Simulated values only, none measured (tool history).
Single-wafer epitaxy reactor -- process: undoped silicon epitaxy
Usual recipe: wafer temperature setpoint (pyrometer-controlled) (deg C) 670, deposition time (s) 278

run,hour,wafer temperature setpoint (pyrometer-controlled) (deg C),deposition time (s),wafers since the last listed run,hours since the last pyrometer calibration,hours since the gauge calibration,"read-back reference wafer on the same gauge, thickness_nm",mean film thickness on the monitor wafer (nm)
1,0,670,278,0,458.9,499.3,75.031,74.609
2,12.4,670,278,115,471.3,511.7,75.107,74.922
# hour 24: gauge calibrated
3,24.9,670,278,116,483.8,0.9,75.149,75.191
4,39.4,670,278,135,498.3,15.4,75.142,74.937
5,52.8,670,278,125,511.7,28.8,74.88,75.532
6,139.6,670,278,811,598.5,115.6,75.127,75.225
7,166.7,670,245,253,625.6,142.7,75.181,65.469
8,199.5,670,245,306,658.4,175.5,75.202,66.514
9,216,670,245,154,674.9,192,74.992,65.177
10,230.3,670,278,133,689.2,206.3,74.934,73.481
11,254.2,670,278,223,713.1,230.2,74.993,74.998
12,271.7,670,278,163,730.6,247.7,75.089,74.07
13,304.9,659,315,310,763.8,280.9,75.111,68.142
14,330.7,670,278,241,789.6,306.7,75.154,73.168
15,345.2,670,278,135,804.1,321.2,75.045,73.552
16,381.2,660,262,336,840.1,357.2,75.047,56.504
17,404.3,660,262,215,863.2,380.3,75.204,56.291
# hour 412.4: pyrometer calibrated
18,423,657,224,99,10.6,399,75.162,48.015
19,457.8,661,251,325,45.4,433.8,75.089,58.357
20,476.9,670,278,178,64.5,452.9,75.008,76.979
21,489.7,655,320,119,77.3,465.7,75.153,66.139
22,508.7,662,235,177,96.3,484.7,74.937,55.311
23,522.8,670,278,131,110.4,498.8,75.103,77.092
24,543.9,670,230,197,131.5,519.9,75.043,63.587
# hour 558.8: gauge calibrated
25,566.6,664,232,212,154.2,7.8,74.922,57.315
26,618.9,660,224,488,206.5,60.1,75.157,50.715
27,639.7,675,278,194,227.3,80.9,75.076,84.652
28,660.7,682,313,196,248.3,101.9,75.154,109.244
29,674.6,670,278,129,262.2,115.8,74.893,76.375
30,699.5,682,278,232,287.1,140.7,75.229,96.864
31,718.6,658,278,178,306.2,159.8,75.23,60.911
32,754.3,678,329,333,341.9,195.5,74.987,105.095
33,778.2,670,278,223,365.8,219.4,75.243,76.313
34,805.9,670,333,258,393.5,247.1,75.155,91.218

5 options for the next run, each taken on its own from the tool as it stands now. Forecast them:
A,806.4,670,278,4,394,247.6,?,?
B,806.4,656,305,4,394,247.6,?,?
C,806.4,678,298,4,394,247.6,?,?
D,806.4,658,320,4,394,247.6,?,?
E,806.4,660,237,4,394,247.6,?,?

run,"read-back reference wafer on the same gauge, thickness_nm",mean film thickness on the monitor wafer (nm)
A,75.068,75.334
B,75.068,62.76
C,75.068,94.193
D,75.068,68.52
E,75.068,52.8
Take away the tool's hidden state, keep each run's random variation, and the runs would have read:
run,mean film thickness on the monitor wafer (nm)
A,76.005
B,63.334
C,95.018
D,69.145
E,53.279
